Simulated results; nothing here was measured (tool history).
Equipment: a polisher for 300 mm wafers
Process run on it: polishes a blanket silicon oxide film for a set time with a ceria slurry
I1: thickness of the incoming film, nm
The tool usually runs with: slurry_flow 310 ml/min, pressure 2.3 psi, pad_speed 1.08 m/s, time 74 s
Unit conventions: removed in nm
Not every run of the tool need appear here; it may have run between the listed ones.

Run 1, hour 0.0: usual settings but pressure 2.5 psi; I1 999.2. Result: removed 329.8 nm.
Run 2, hour 16.9: usual settings; I1 1012.7. Result: removed 306.9 nm.
Run 3, hour 26.2: usual settings; I1 996.6. Result: removed 307.9 nm.
Run 4, hour 43.2: usual settings; I1 982.6. Result: removed 308.0 nm.
Run 5, hour 60.4: usual settings but pad_speed 0.86 m/s, time 93 s; I1 1015.5. Result: removed 303.6 nm.
Run 6, hour 89.1: usual settings but pad_speed 0.86 m/s, time 93 s; I1 1017.7. Result: removed 310.9 nm.
Run 7, hour 103.3: usual settings but pad_speed 0.86 m/s, time 93 s; I1 994.6. Result: removed 305.1 nm.
Run 8, hour 114.0: usual settings but pad_speed 1.28 m/s; I1 1011.0. Result: removed 362.5 nm.
Run 9, hour 129.3: usual settings; I1 1014.1. Result: removed 309.8 nm.
Run 10, hour 164.8: usual settings but slurry_flow 240 ml/min, pressure 2.9 psi, time 62 s; I1 999.2. Result: removed 311.1 nm.
Run 11, hour 179.3: usual settings but pad_speed 0.84 m/s, time 64 s; I1 992.2. Result: removed 208.2 nm.
Run 12, hour 185.6: usual settings but slurry_flow 355 ml/min, pad_speed 1.46 m/s, time 96 s; I1 996.6. Result: removed 547.7 nm.
Run 13, hour 202.5: usual settings; I1 998.3. Result: removed 303.4 nm.
Run 14, hour 211.2: usual settings but slurry_flow 370 ml/min, pressure 3.1 psi, pad_speed 0.82 m/s, time 93 s; I1 997.0. Result: removed 405.3 nm.

Missing from the log above: 3 entries noted between runs. For each, name the pair of listed runs it sits between and say how the tool's hidden condition differs from the listed run just before to the listed run just after:
In the gap between runs 5 and 6: head pressure recalibrated (hour 85.1)
  both runs share identical hidden conditions
In the gap between runs 6 and 7: slurry nozzle cleaned (hour 91.3)
  both runs share identical hidden conditions
In the gap between runs 9 and 10: worn pad replaced by a new one (hour 133.8)
  both runs share identical hidden conditions
